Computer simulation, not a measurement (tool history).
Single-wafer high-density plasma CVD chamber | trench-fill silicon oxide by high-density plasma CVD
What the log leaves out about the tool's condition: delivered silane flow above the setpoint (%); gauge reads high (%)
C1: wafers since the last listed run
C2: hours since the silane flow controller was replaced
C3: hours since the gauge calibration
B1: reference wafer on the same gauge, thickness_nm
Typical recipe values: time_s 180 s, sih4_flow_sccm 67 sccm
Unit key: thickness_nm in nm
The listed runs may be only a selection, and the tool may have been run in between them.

Run 1, hour 0.0: usual settings; C1 0; C2 1258.7; C3 580.1; B1 1270.787. Result: thickness_nm 1180.832 nm.
Run 2, hour 21.1: usual settings; C1 145; C2 1279.8; C3 601.2; B1 1270.192. Result: thickness_nm 1180.281 nm.
Run 3, hour 45.5: usual settings but sih4_flow_sccm 73 sccm; C1 168; C2 1304.2; C3 625.6; B1 1269.967. Result: thickness_nm 1274.028 nm.
Run 4, hour 79.7: usual settings but time_s 164 s, sih4_flow_sccm 72 sccm; C1 236; C2 1338.4; C3 659.8; B1 1269.801. Result: thickness_nm 1152.545 nm.
Run 5, hour 94.4: usual settings but time_s 164 s, sih4_flow_sccm 72 sccm; C1 101; C2 1353.1; C3 674.5; B1 1270.531. Result: thickness_nm 1152.595 nm.
Run 6, hour 117.6: usual settings; C1 160; C2 1376.3; C3 697.7; B1 1269.836. Result: thickness_nm 1184.584 nm.
Run 7, hour 145.5: usual settings; C1 192; C2 1404.2; C3 725.6; B1 1270.891. Result: thickness_nm 1184.446 nm.
Run 8, hour 160.8: usual settings; C1 105; C2 1419.5; C3 740.9; B1 1270.007. Result: thickness_nm 1183.411 nm.
Run 9, hour 194.1: usual settings; C1 230; C2 1452.8; C3 774.2; B1 1269.126. Result: thickness_nm 1181.087 nm.
Run 10, hour 220.9: usual settings; C1 185; C2 1479.6; C3 801.0; B1 1269.793. Result: thickness_nm 1177.570 nm.
Run 11, hour 242.2: usual settings; C1 147; C2 1500.9; C3 822.3; B1 1270.470. Result: thickness_nm 1178.370 nm.
Run 12, hour 265.3: usual settings but time_s 162 s; C1 159; C2 1524.0; C3 845.4; B1 1269.670. Result: thickness_nm 1059.508 nm.
Run 13, hour 358.0: usual settings but time_s 162 s; C1 640; C2 1616.7; C3 938.1; B1 1271.211. Result: thickness_nm 1055.577 nm.
Run 14, hour 390.1: usual settings; C1 221; C2 1648.8; C3 970.2; B1 1270.144. Result: thickness_nm 1180.319 nm.
Run 15, hour 403.7: usual settings; C1 93; C2 1662.4; C3 983.8; B1 1270.194. Result: thickness_nm 1170.375 nm.
Run 16, hour 418.0: usual settings; C1 98; C2 1676.7; C3 998.1; B1 1270.080. Result: thickness_nm 1177.430 nm.
Run 17, hour 525.2: usual settings; C1 740; C2 1783.9; C3 1105.3; B1 1268.630. Result: thickness_nm 1170.034 nm.
Run 18, hour 541.7: usual settings but sih4_flow_sccm 61 sccm; C1 113; C2 1800.4; C3 1121.8; B1 1270.080. Result: thickness_nm 1078.380 nm.
Run 19, hour 567.3: usual settings but sih4_flow_sccm 61 sccm; C1 176; C2 1826.0; C3 1147.4; B1 1270.576. Result: thickness_nm 1073.032 nm.
Run 20, hour 598.3: usual settings but sih4_flow_sccm 61 sccm; C1 214; C2 1857.0; C3 1178.4; B1 1269.425. Result: thickness_nm 1080.050 nm.
Run 21, hour 613.4: usual settings but time_s 195 s, sih4_flow_sccm 62 sccm; C1 104; C2 1872.1; C3 1193.5; B1 1270.279. Result: thickness_nm 1186.306 nm.
Run 22, hour 625.5: usual settings; C1 83; C2 1884.2; C3 1205.6; B1 1270.378. Result: thickness_nm 1171.109 nm.
Run 23, hour 660.0: usual settings but time_s 215 s, sih4_flow_sccm 60 sccm; C1 238; C2 1918.7; C3 1240.1; B1 1270.290. Result: thickness_nm 1263.714 nm.
Run 24, hour 677.2: usual settings but time_s 149 s, sih4_flow_sccm 73 sccm; C1 118; C2 1935.9; C3 1257.3; B1 1269.757. Result: thickness_nm 1043.617 nm.
Run 25, hour 690.0: usual settings but time_s 162 s; C1 88; C2 1948.7; C3 1270.1; B1 1269.629. Result: thickness_nm 1049.199 nm.
Run 26, hour 709.7: usual settings but time_s 204 s, sih4_flow_sccm 78 sccm; C1 136; C2 1968.4; C3 1289.8; B1 1270.363. Result: thickness_nm 1518.419 nm.
Run 27, hour 742.7: usual settings but time_s 162 s; C1 227; C2 2001.4; C3 1322.8; B1 1270.125. Result: thickness_nm 1055.499 nm.
Run 28, hour 756.7: usual settings but time_s 207 s, sih4_flow_sccm 77 sccm; C1 96; C2 2015.4; C3 1336.8; B1 1270.107. Result: thickness_nm 1515.666 nm.
At hour 771.6: gauge calibrated.
Run 29, hour 775.6: usual settings but time_s 150 s, sih4_flow_sccm 71 sccm; C1 130; C2 2034.3; C3 4.0; B1 1269.654. Result: thickness_nm 1022.704 nm.
At hour 798.0: silane flow controller replaced.
Run 30, hour 807.0: usual settings but time_s 201 s, sih4_flow_sccm 60 sccm; C1 161; C2 9.0; C3 35.4; B1 1270.518. Result: thickness_nm 1215.285 nm.
Run 31, hour 829.2: usual settings but time_s 164 s; C1 153; C2 31.2; C3 57.6; B1 1270.859. Result: thickness_nm 1097.859 nm.
Run 32, hour 858.1: usual settings but time_s 154 s, sih4_flow_sccm 54 sccm; C1 199; C2 60.1; C3 86.5; B1 1269.380. Result: thickness_nm 849.318 nm.
Run 33, hour 898.4: usual settings but time_s 168 s, sih4_flow_sccm 76 sccm; C1 278; C2 100.4; C3 126.8; B1 1269.973. Result: thickness_nm 1260.685 nm.
Run 34, hour 928.2: usual settings but sih4_flow_sccm 79 sccm; C1 205; C2 130.2; C3 156.6; B1 1269.872. Result: thickness_nm 1393.443 nm.
Run 35, hour 945.0: usual settings; C1 116; C2 147.0; C3 173.4; B1 1270.091. Result: thickness_nm 1200.285 nm.
Run 36, hour 969.5: usual settings but time_s 165 s, sih4_flow_sccm 55 sccm; C1 169; C2 171.5; C3 197.9; B1 1270.124. Result: thickness_nm 923.945 nm.
Run 37, hour 988.6: usual settings; C1 131; C2 190.6; C3 217.0; B1 1270.148. Result: thickness_nm 1197.740 nm.
Run 38, hour 1001.8: usual settings but time_s 147 s, sih4_flow_sccm 73 sccm; C1 91; C2 203.8; C3 230.2; B1 1270.457. Result: thickness_nm 1060.220 nm.
Run 39, hour 1033.8: usual settings but time_s 211 s, sih4_flow_sccm 56 sccm; C1 221; C2 235.8; C3 262.2; B1 1270.287. Result: thickness_nm 1201.098 nm.
Run 40, hour 1069.1: usual settings but time_s 201 s, sih4_flow_sccm 57 sccm; C1 243; C2 271.1; C3 297.5; B1 1269.764. Result: thickness_nm 1161.766 nm.
Run 41, hour 1101.6: usual settings; C1 224; C2 303.6; C3 330.0; B1 1269.685. Result: thickness_nm 1200.780 nm.
Run 42, hour 1191.6: usual settings; C1 621; C2 393.6; C3 420.0; B1 1271.301. Result: thickness_nm 1205.133 nm.
Run 43, hour 1225.0: usual settings but time_s 148 s, sih4_flow_sccm 74 sccm; C1 230; C2 427.0; C3 453.4; B1 1270.150. Result: thickness_nm 1081.750 nm.
Run 44, hour 1255.0: usual settings but sih4_flow_sccm 62 sccm; C1 207; C2 457.0; C3 483.4; B1 1269.413. Result: thickness_nm 1118.524 nm.
Run 45, hour 1276.0: usual settings; C1 145; C2 478.0; C3 504.4; B1 1269.773. Result: thickness_nm 1201.458 nm.

Below are 5 alternative next runs, each starting from the tool's condition after run 45. Predict each:
Run A, hour 1276.5: usual settings but time_s 195 s; C1 3; C2 478.5; C3 504.9; B1 ?. Result: thickness_nm ?.
Run B, hour 1276.5: usual settings but time_s 200 s, sih4_flow_sccm 55 sccm; C1 3; C2 478.5; C3 504.9; B1 ?. Result: thickness_nm ?.
Run C, hour 1276.5: usual settings but time_s 165 s, sih4_flow_sccm 78 sccm; C1 3; C2 478.5; C3 504.9; B1 ?. Result: thickness_nm ?.
Run D, hour 1276.5: usual settings but time_s 199 s, sih4_flow_sccm 75 sccm; C1 3; C2 478.5; C3 504.9; B1 ?. Result: thickness_nm ?.
Run E, hour 1276.5: usual settings but sih4_flow_sccm 75 sccm; C1 3; C2 478.5; C3 504.9; B1 ?. Result: thickness_nm ?.

run        B1  thickness_nm
  A  1271.074      1295.745
  B  1271.074      1115.360
  C  1271.074      1257.941
  D  1271.074      1464.018
  E  1271.074      1324.238
Take away the tool's hidden state, keep each run's random variation, and the runs would have read:
run  thickness_nm
  A      1287.106
  B      1107.924
  C      1249.555
  D      1454.258
  E      1315.409
